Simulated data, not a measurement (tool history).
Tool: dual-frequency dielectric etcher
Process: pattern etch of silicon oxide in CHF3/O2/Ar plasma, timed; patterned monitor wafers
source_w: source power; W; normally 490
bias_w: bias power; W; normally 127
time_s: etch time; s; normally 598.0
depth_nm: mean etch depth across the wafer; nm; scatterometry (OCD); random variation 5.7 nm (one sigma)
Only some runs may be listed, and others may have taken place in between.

run    hour  source_w  bias_w  time_s  read-back reference wafer on the same gauge, depth_nm  depth_nm
  1     0.0       430     127   598.0                                                 1005.1     898.9
  2    32.5       430     127   598.0                                                 1005.6     906.9
  3    63.3       430     127   598.0                                                 1004.1     897.5
  4    92.3       490     127   598.0                                                 1004.5     933.0
  5   144.2       490     127   598.0                                                 1003.8     925.4
  6   204.6       490     127   598.0                                                 1004.3     931.6
  7   247.9       490     142   598.0                                                 1004.8     961.7
  8   279.2       490     142   598.0                                                 1004.8     960.8
  9   306.2       490     142   598.0                                                 1006.1     951.5
 10   378.2       580     127   598.0                                                 1005.7     969.8
 11   442.7       490     127   598.0                                                 1004.1     925.1
 12   486.8       550     127   598.0                                                 1005.4     955.9
      531.6  -- bias power generator calibrated
 13   538.6       490     127   598.0                                                 1004.9     920.9
      642.8  -- wet clean of the chamber
      670.8  -- upper electrode replaced
 14   735.7       490     127   598.0                                                 1004.9     886.9
      748.7  -- source power generator calibrated
 15   765.2       560     127   737.5                                                 1005.8    1141.1
 16   790.3       490     127   598.0                                                 1004.9     891.7
 17   858.7       590     127   655.0                                                 1005.2    1022.2
 18   897.6       490     127   598.0                                                 1005.7     887.0
 19   947.8       490     127   427.0                                                 1005.3     631.4
 20  1001.7       490     127   598.0                                                 1005.1     875.6
     1051.2  -- gauge calibrated
     1094.5  -- wet clean of the chamber, repeated, since the last time left the tool worse
 21  1152.9       550     139   645.5                                                 1005.2    1068.0
 22  1182.0       550     104   651.5                                                 1004.7    1013.4
 23  1221.0       490     102   598.0                                                 1005.9     895.1
 24  1251.8       490     127   598.0                                                 1005.1     926.1
 25  1315.1       490     127   598.0                                                 1004.9     919.7
 26  1380.1       430     136   725.5                                                 1004.7    1099.4
 27  1418.1       430     149   658.5                                                 1005.2    1018.0
 28  1455.8       610     142   598.0                                                 1006.2    1005.6
 29  1490.1       490     111   598.0                                                 1004.6     891.8
 30  1516.8       490     127   598.0                                                 1005.0     929.2

Had the tool no unlogged condition, and each run kept its random variation, what would the results have been?
Hidden state present: etch rate over this chamber's usual, %; source power that arrives over what is set, %; bias power that arrives over what is set, %; gauge reads high (%).
run  depth_nm
  1     898.3
  2     907.6
  3     899.3
  4     936.0
  5     930.4
  6     939.1
  7     971.1
  8     971.5
  9     963.2
 10     984.8
 11     941.9
 12     975.1
 13     941.5
 14     937.5
 15    1207.7
 16     944.9
 17    1086.4
 18     944.4
 19     673.7
 20     936.6
 21    1072.0
 22    1018.5
 23     901.0
 24     933.5
 25     929.5
 26    1114.2
 27    1033.4
 28    1022.4
 29     908.0
 30     947.2

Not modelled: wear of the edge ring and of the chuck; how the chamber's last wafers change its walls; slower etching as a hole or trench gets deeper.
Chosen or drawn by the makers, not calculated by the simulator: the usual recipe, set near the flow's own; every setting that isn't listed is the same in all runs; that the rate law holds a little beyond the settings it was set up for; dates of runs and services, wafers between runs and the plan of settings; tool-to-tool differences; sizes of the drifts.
